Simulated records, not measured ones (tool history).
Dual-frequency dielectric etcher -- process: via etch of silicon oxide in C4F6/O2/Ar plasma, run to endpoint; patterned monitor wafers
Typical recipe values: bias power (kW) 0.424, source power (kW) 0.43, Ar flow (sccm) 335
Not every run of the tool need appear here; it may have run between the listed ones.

run   hour  bias power (kW)  source power (kW)  Ar flow (sccm)  wafers since the last listed run  hours since the last wet clean  hours since the last bias power generator calibration  hours since the last source power generator calibration  hours since the last Ar flow controller change  hours since the last upper electrode change  incoming incoming film thickness, nm  endpoint time (s)
  1      0            0.424               0.43             335                                 0                           188.6                                                 1582.6                                                   3985.6                                          3881.7                                       3947.9                                 108.8               25.1
  2    9.2            0.424               0.43             335                                73                           197.8                                                 1591.8                                                   3994.8                                          3890.9                                       3957.1                                 107.8               24.9
  3   24.8            0.424               0.43             335                               124                           213.4                                                 1607.4                                                   4010.4                                          3906.5                                       3972.7                                 108.2               24.9
  4   33.7            0.424               0.46             295                                71                           222.3                                                 1616.3                                                   4019.3                                          3915.4                                       3981.6                                 107.8               23.9
  5   49.1            0.424               0.46             295                               123                           237.7                                                 1631.7                                                   4034.7                                          3930.8                                         3997                                 108.5                 24
  6   55.5            0.424               0.46             295                                51                           244.1                                                 1638.1                                                   4041.1                                          3937.2                                       4003.4                                 109.5               24.3
  7   67.7            0.424               0.43             390                                97                           256.3                                                 1650.3                                                   4053.3                                          3949.4                                       4015.6                                 107.9               25.4
      75.7  -- bias power generator calibrated
  8   80.1            0.424               0.43             335                                67                           268.7                                                    4.4                                                   4065.7                                          3961.8                                         4028                                 107.8               24.7
  9   92.8            0.424               0.43             335                               101                           281.4                                                   17.1                                                   4078.4                                          3974.5                                       4040.7                                 109.1               24.8
 10  100.1            0.331                0.4             335                                58                           288.7                                                   24.4                                                   4085.7                                          3981.8                                         4048                                 107.8               27.3
     137.8  -- wet clean of the chamber
       155  -- upper electrode replaced
 11  155.5            0.528                0.5             335                               113                            17.7                                                   79.8                                                   4141.1                                          4037.2                                          0.5                                 108.6               22.7
 12  155.9            0.424               0.46             295                                 3                            18.1                                                   80.2                                                   4141.5                                          4037.6                                          0.9                                 110.1               25.1
 13  156.2            0.325               0.43             335                                 2                            18.4                                                   80.5                                                   4141.8                                          4037.9                                          1.2                                 107.7               27.5
 14  156.5            0.424               0.43             292                                 2                            18.7                                                   80.8                                                   4142.1                                          4038.2                                          1.5                                 108.3               25.1
 15  161.8            0.424               0.43             288                                42                              24                                                   86.1                                                   4147.4                                          4043.5                                          6.8                                   108                 25
 16  174.7             0.53               0.43             278                               103                            36.9                                                     99                                                   4160.3                                          4056.4                                         19.7                                 108.7               23.3
 17  181.9            0.496               0.37             377                                57                            44.1                                                  106.2                                                   4167.5                                          4063.6                                         26.9                                 108.2               25.8
     196.7  -- Ar flow controller replaced
 18  197.2            0.424               0.43             419                                74                            59.4                                                  121.5                                                   4182.8                                             0.5                                         42.2                                 108.8               26.3
     210.9  -- source power generator calibrated
 19  211.4            0.497               0.52             356                                81                            73.6                                                  135.7                                                      0.5                                            14.7                                         56.4                                 108.3               22.9
 20  215.1            0.424               0.51             266                                29                            77.3                                                  139.4                                                      4.2                                            18.4                                         60.1                                 109.3               23.6
 21  228.8            0.424               0.43             335                               109                              91                                                  153.1                                                     17.9                                            32.1                                         73.8                                 109.1               25.6
 22  239.1            0.424               0.43             335                                82                           101.3                                                  163.4                                                     28.2                                            42.4                                         84.1                                   110               25.8
 23  245.9            0.424               0.46             335                                54                           108.1                                                  170.2                                                       35                                            49.2                                         90.9                                   109               24.8
 24  268.6            0.424               0.34             335                               181                           130.8                                                  192.9                                                     57.7                                            71.9                                        113.6                                 107.9               27.1
 25  278.5            0.497               0.43             335                                79                           140.7                                                  202.8                                                     67.6                                            81.8                                        123.5                                 108.6                 24
 26  288.3            0.424               0.43             335                                78                           150.5                                                  212.6                                                     77.4                                            91.6                                        133.3                                 108.7               25.3
 27  301.5            0.381               0.47             363                               105                           163.7                                                  225.8                                                     90.6                                           104.8                                        146.5                                 108.7               25.7
 28  309.1            0.479               0.53             296                                60                           171.3                                                  233.4                                                     98.2                                           112.4                                        154.1                                   110               22.6
 29  325.1            0.424                0.5             399                               127                           187.3                                                  249.4                                                    114.2                                           128.4                                        170.1                                 108.5               24.5

Had the tool no unlogged condition, and each run kept its random variation, what would the results have been?
The tool's hidden condition here consists of: etch rate over this chamber's usual, %; bias power that arrives over what is set, %; source power that arrives over what is set, %; Ar flow that arrives over what is set, %.
run  endpoint time (s)
  1               25.6
  2               25.4
  3               25.5
  4               24.5
  5               24.7
  6                 25
  7               26.1
  8               25.5
  9               25.6
 10               28.2
 11               22.7
 12               25.1
 13               27.5
 14               25.1
 15                 25
 16               23.3
 17               25.9
 18               26.4
 19                 23
 20               23.7
 21               25.8
 22                 26
 23               25.1
 24               27.5
 25               24.4
 26               25.7
 27               26.1
 28                 23
 29                 25
